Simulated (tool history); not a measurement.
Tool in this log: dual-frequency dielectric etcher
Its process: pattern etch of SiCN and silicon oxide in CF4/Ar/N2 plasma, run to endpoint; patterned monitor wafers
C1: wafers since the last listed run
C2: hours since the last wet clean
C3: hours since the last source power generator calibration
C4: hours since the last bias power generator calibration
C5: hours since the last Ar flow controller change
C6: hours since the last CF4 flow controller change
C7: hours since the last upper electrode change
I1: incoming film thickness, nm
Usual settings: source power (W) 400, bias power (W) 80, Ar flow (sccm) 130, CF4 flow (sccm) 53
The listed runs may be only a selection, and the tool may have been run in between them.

{"run": 1, "hour": 0.0, "source power (W)": 400, "bias power (W)": 80, "Ar flow (sccm)": 130, "CF4 flow (sccm)": 53, "C1": 0, "C2": 433.7, "C3": 2762.4, "C4": 322.1, "C5": 2238.1, "C6": 4689.2, "C7": 167, "I1": 10.08, "endpoint time (s)": 15.5}
{"run": 2, "hour": 56.8, "source power (W)": 480, "bias power (W)": 80, "Ar flow (sccm)": 100, "CF4 flow (sccm)": 53, "C1": 601, "C2": 490.5, "C3": 2819.2, "C4": 378.9, "C5": 2294.9, "C6": 4746, "C7": 223.8, "I1": 10.07, "endpoint time (s)": 12.3}
{"hour": 88.0, "done": "wet clean of the chamber"}
{"run": 3, "hour": 101.9, "source power (W)": 440, "bias power (W)": 80, "Ar flow (sccm)": 130, "CF4 flow (sccm)": 53, "C1": 223, "C2": 13.9, "C3": 2864.3, "C4": 424, "C5": 2340, "C6": 4791.1, "C7": 268.9, "I1": 10.14, "endpoint time (s)": 13.6}
{"run": 4, "hour": 171.8, "source power (W)": 400, "bias power (W)": 80, "Ar flow (sccm)": 130, "CF4 flow (sccm)": 58, "C1": 740, "C2": 83.8, "C3": 2934.2, "C4": 493.9, "C5": 2409.9, "C6": 4861, "C7": 338.8, "I1": 9.99, "endpoint time (s)": 14.5}
{"run": 5, "hour": 209.5, "source power (W)": 400, "bias power (W)": 69, "Ar flow (sccm)": 117, "CF4 flow (sccm)": 64, "C1": 399, "C2": 121.5, "C3": 2971.9, "C4": 531.6, "C5": 2447.6, "C6": 4898.7, "C7": 376.5, "I1": 10.02, "endpoint time (s)": 14.8}
{"run": 6, "hour": 236.0, "source power (W)": 470, "bias power (W)": 95, "Ar flow (sccm)": 130, "CF4 flow (sccm)": 53, "C1": 280, "C2": 148, "C3": 2998.4, "C4": 558.1, "C5": 2474.1, "C6": 4925.2, "C7": 403, "I1": 10.05, "endpoint time (s)": 12}
{"run": 7, "hour": 261.7, "source power (W)": 400, "bias power (W)": 80, "Ar flow (sccm)": 130, "CF4 flow (sccm)": 53, "C1": 272, "C2": 173.7, "C3": 3024.1, "C4": 583.8, "C5": 2499.8, "C6": 4950.9, "C7": 428.7, "I1": 10.16, "endpoint time (s)": 15.5}
{"hour": 268.0, "done": "source power generator calibrated"}
{"run": 8, "hour": 294.1, "source power (W)": 400, "bias power (W)": 80, "Ar flow (sccm)": 130, "CF4 flow (sccm)": 53, "C1": 300, "C2": 206.1, "C3": 26.1, "C4": 616.2, "C5": 2532.2, "C6": 4983.3, "C7": 461.1, "I1": 10.25, "endpoint time (s)": 14.7}
{"hour": 343.1, "done": "CF4 flow controller replaced"}
{"run": 9, "hour": 353.0, "source power (W)": 470, "bias power (W)": 91, "Ar flow (sccm)": 130, "CF4 flow (sccm)": 53, "C1": 560, "C2": 265, "C3": 85, "C4": 675.1, "C5": 2591.1, "C6": 9.9, "C7": 520, "I1": 10, "endpoint time (s)": 11.7}
{"run": 10, "hour": 423.5, "source power (W)": 330, "bias power (W)": 93, "Ar flow (sccm)": 143, "CF4 flow (sccm)": 53, "C1": 746, "C2": 335.5, "C3": 155.5, "C4": 745.6, "C5": 2661.6, "C6": 80.4, "C7": 590.5, "I1": 10.17, "endpoint time (s)": 17.7}
{"run": 11, "hour": 449.6, "source power (W)": 400, "bias power (W)": 80, "Ar flow (sccm)": 130, "CF4 flow (sccm)": 53, "C1": 276, "C2": 361.6, "C3": 181.6, "C4": 771.7, "C5": 2687.7, "C6": 106.5, "C7": 616.6, "I1": 10.15, "endpoint time (s)": 14.7}
{"hour": 512.5, "done": "wet clean of the chamber"}
{"hour": 516.1, "done": "Ar flow controller replaced"}
{"run": 12, "hour": 517.7, "source power (W)": 400, "bias power (W)": 80, "Ar flow (sccm)": 130, "CF4 flow (sccm)": 60, "C1": 429, "C2": 5.2, "C3": 249.7, "C4": 839.8, "C5": 1.6, "C6": 174.6, "C7": 684.7, "I1": 10.15, "endpoint time (s)": 14}
{"run": 13, "hour": 667.3, "source power (W)": 470, "bias power (W)": 80, "Ar flow (sccm)": 146, "CF4 flow (sccm)": 53, "C1": 1585, "C2": 154.8, "C3": 399.3, "C4": 989.4, "C5": 151.2, "C6": 324.2, "C7": 834.3, "I1": 10.22, "endpoint time (s)": 12.5}
{"run": 14, "hour": 703.6, "source power (W)": 400, "bias power (W)": 80, "Ar flow (sccm)": 130, "CF4 flow (sccm)": 53, "C1": 384, "C2": 191.1, "C3": 435.6, "C4": 1025.7, "C5": 187.5, "C6": 360.5, "C7": 870.6, "I1": 10.19, "endpoint time (s)": 14.6}
{"run": 15, "hour": 766.7, "source power (W)": 300, "bias power (W)": 64, "Ar flow (sccm)": 140, "CF4 flow (sccm)": 53, "C1": 668, "C2": 254.2, "C3": 498.7, "C4": 1088.8, "C5": 250.6, "C6": 423.6, "C7": 933.7, "I1": 10.13, "endpoint time (s)": 21.9}
{"run": 16, "hour": 802.8, "source power (W)": 460, "bias power (W)": 89, "Ar flow (sccm)": 103, "CF4 flow (sccm)": 42, "C1": 382, "C2": 290.3, "C3": 534.8, "C4": 1124.9, "C5": 286.7, "C6": 459.7, "C7": 969.8, "I1": 10.1, "endpoint time (s)": 12.2}
{"run": 17, "hour": 849.9, "source power (W)": 400, "bias power (W)": 80, "Ar flow (sccm)": 104, "CF4 flow (sccm)": 66, "C1": 499, "C2": 337.4, "C3": 581.9, "C4": 1172, "C5": 333.8, "C6": 506.8, "C7": 1016.9, "I1": 10.15, "endpoint time (s)": 13.6}
{"run": 18, "hour": 883.5, "source power (W)": 400, "bias power (W)": 80, "Ar flow (sccm)": 130, "CF4 flow (sccm)": 53, "C1": 355, "C2": 371, "C3": 615.5, "C4": 1205.6, "C5": 367.4, "C6": 540.4, "C7": 1050.5, "I1": 10.03, "endpoint time (s)": 14.5}
{"run": 19, "hour": 939.0, "source power (W)": 360, "bias power (W)": 80, "Ar flow (sccm)": 130, "CF4 flow (sccm)": 46, "C1": 588, "C2": 426.5, "C3": 671, "C4": 1261.1, "C5": 422.9, "C6": 595.9, "C7": 1106, "I1": 10.13, "endpoint time (s)": 17.3}
{"run": 20, "hour": 973.3, "source power (W)": 350, "bias power (W)": 71, "Ar flow (sccm)": 139, "CF4 flow (sccm)": 53, "C1": 363, "C2": 460.8, "C3": 705.3, "C4": 1295.4, "C5": 457.2, "C6": 630.2, "C7": 1140.3, "I1": 10.09, "endpoint time (s)": 18}
{"hour": 1009.1, "done": "wet clean of the chamber"}
{"run": 21, "hour": 1015.3, "source power (W)": 370, "bias power (W)": 99, "Ar flow (sccm)": 161, "CF4 flow (sccm)": 63, "C1": 190, "C2": 6.2, "C3": 747.3, "C4": 1337.4, "C5": 499.2, "C6": 672.2, "C7": 1182.3, "I1": 10.13, "endpoint time (s)": 14.6}
{"run": 22, "hour": 1057.8, "source power (W)": 350, "bias power (W)": 73, "Ar flow (sccm)": 130, "CF4 flow (sccm)": 53, "C1": 450, "C2": 48.7, "C3": 789.8, "C4": 1379.9, "C5": 541.7, "C6": 714.7, "C7": 1224.8, "I1": 10.14, "endpoint time (s)": 17.4}
{"run": 23, "hour": 1112.4, "source power (W)": 400, "bias power (W)": 80, "Ar flow (sccm)": 151, "CF4 flow (sccm)": 59, "C1": 578, "C2": 103.3, "C3": 844.4, "C4": 1434.5, "C5": 596.3, "C6": 769.3, "C7": 1279.4, "I1": 10.03, "endpoint time (s)": 14.4}

Each run again, without the hidden state but with its own random variation kept:
The hidden state here: etch rate over this chamber's usual, %; source power that arrives over what is set, %; bias power that arrives over what is set, %; Ar flow that arrives over what is set, %; CF4 flow that arrives over what is set, %.
run=1 endpoint_time_(s)=14.4
run=2 endpoint_time_(s)=11.3
run=3 endpoint_time_(s)=13.1
run=4 endpoint_time_(s)=13.8
run=5 endpoint_time_(s)=14.1
run=6 endpoint_time_(s)=11.4
run=7 endpoint_time_(s)=14.7
run=8 endpoint_time_(s)=14.6
run=9 endpoint_time_(s)=11.5
run=10 endpoint_time_(s)=17.3
run=11 endpoint_time_(s)=14.4
run=12 endpoint_time_(s)=14
run=13 endpoint_time_(s)=12.4
run=14 endpoint_time_(s)=14.5
run=15 endpoint_time_(s)=21.5
run=16 endpoint_time_(s)=11.9
run=17 endpoint_time_(s)=13.3
run=18 endpoint_time_(s)=14.2
run=19 endpoint_time_(s)=16.8
run=20 endpoint_time_(s)=17.4
run=21 endpoint_time_(s)=14.7
run=22 endpoint_time_(s)=17.3
run=23 endpoint_time_(s)=14.3
